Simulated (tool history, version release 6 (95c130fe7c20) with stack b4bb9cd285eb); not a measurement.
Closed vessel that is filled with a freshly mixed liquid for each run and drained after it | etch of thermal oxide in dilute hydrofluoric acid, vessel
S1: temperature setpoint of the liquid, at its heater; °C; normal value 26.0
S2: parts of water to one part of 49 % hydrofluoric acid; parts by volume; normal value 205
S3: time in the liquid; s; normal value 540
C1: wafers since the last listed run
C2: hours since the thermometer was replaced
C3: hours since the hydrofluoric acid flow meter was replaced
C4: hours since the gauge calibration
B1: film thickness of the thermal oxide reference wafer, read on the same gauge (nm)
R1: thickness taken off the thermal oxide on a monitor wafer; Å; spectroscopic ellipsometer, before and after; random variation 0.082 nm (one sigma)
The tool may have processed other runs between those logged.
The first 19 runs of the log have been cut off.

| run | hour | S1 | S2 | S3 | C1 | C2 | C3 | C4 | B1 | R1 |
|---|---|---|---|---|---|---|---|---|---|---|
| 20 | 1979.2 | 23.5 | 155 | 685 | 3759 | 1577.3 | 1143.2 | 715.5 | 149.99 | 209.2 |
| 21 | 2079.1 | 23.0 | 205 | 540 | 8025 | 1677.2 | 1243.1 | 815.4 | 150.02 | 116.3 |
| 22 | 2125.7 | 31.0 | 240 | 270 | 3743 | 1723.8 | 1289.7 | 862.0 | 150.07 | 63.3 |
| 23 | 2183.6 | 26.0 | 145 | 685 | 4651 | 1781.7 | 1347.6 | 919.9 | 150.02 | 245.2 |
|  | 2273.1 | hydrofluoric acid flow meter replaced |
| 24 | 2299.4 | 24.5 | 205 | 540 | 9221 | 1897.5 | 26.3 | 1035.7 | 150.01 | 122.2 |
| 25 | 2337.1 | 26.0 | 205 | 540 | 3028 | 1935.2 | 64.0 | 1073.4 | 150.02 | 129.0 |
|  | 2418.0 | thermometer replaced |
| 26 | 2422.0 | 26.0 | 295 | 540 | 6739 | 4.0 | 148.9 | 1158.3 | 150.00 | 85.2 |
| 27 | 2684.1 | 26.0 | 205 | 540 | 21054 | 266.1 | 411.0 | 1420.4 | 149.98 | 133.5 |
| 28 | 2764.6 | 26.0 | 135 | 730 | 6466 | 346.6 | 491.5 | 1500.9 | 149.98 | 298.3 |
| 29 | 2833.8 | 31.0 | 205 | 635 | 5558 | 415.8 | 560.7 | 1570.1 | 149.95 | 188.2 |
| 30 | 2937.3 | 21.5 | 260 | 280 | 8314 | 519.3 | 664.2 | 1673.6 | 149.99 | 43.5 |
| 31 | 3232.3 | 26.0 | 205 | 540 | 23697 | 814.3 | 959.2 | 1968.6 | 149.99 | 132.7 |
| 32 | 3278.5 | 24.0 | 205 | 795 | 3711 | 860.5 | 1005.4 | 2014.8 | 150.03 | 182.6 |
| 33 | 3345.7 | 30.5 | 165 | 345 | 5398 | 927.7 | 1072.6 | 2082.0 | 150.04 | 128.9 |

Each row is a separate what-if for the run after 33, all from the same tool condition, not one after another. Results?
| A | 3346.5 | 26.0 | 205 | 540 | 64 | 928.5 | 1073.4 | 2082.8 | ? | ? |
| B | 3346.5 | 22.0 | 205 | 540 | 64 | 928.5 | 1073.4 | 2082.8 | ? | ? |
| C | 3346.5 | 27.5 | 205 | 685 | 64 | 928.5 | 1073.4 | 2082.8 | ? | ? |
| D | 3346.5 | 24.5 | 125 | 355 | 64 | 928.5 | 1073.4 | 2082.8 | ? | ? |

| run | B1 | R1 |
|---|---|---|
| A | 150.00 | 132.5 |
| B | 150.00 | 114.2 |
| C | 150.00 | 177.4 |
| D | 150.00 | 147.8 |
Had the tool no hidden state, the same runs would have come out as:
| run | R1 |
|---|---|
| A | 135.9 |
| B | 117.3 |
| C | 181.8 |
| D | 151.9 |
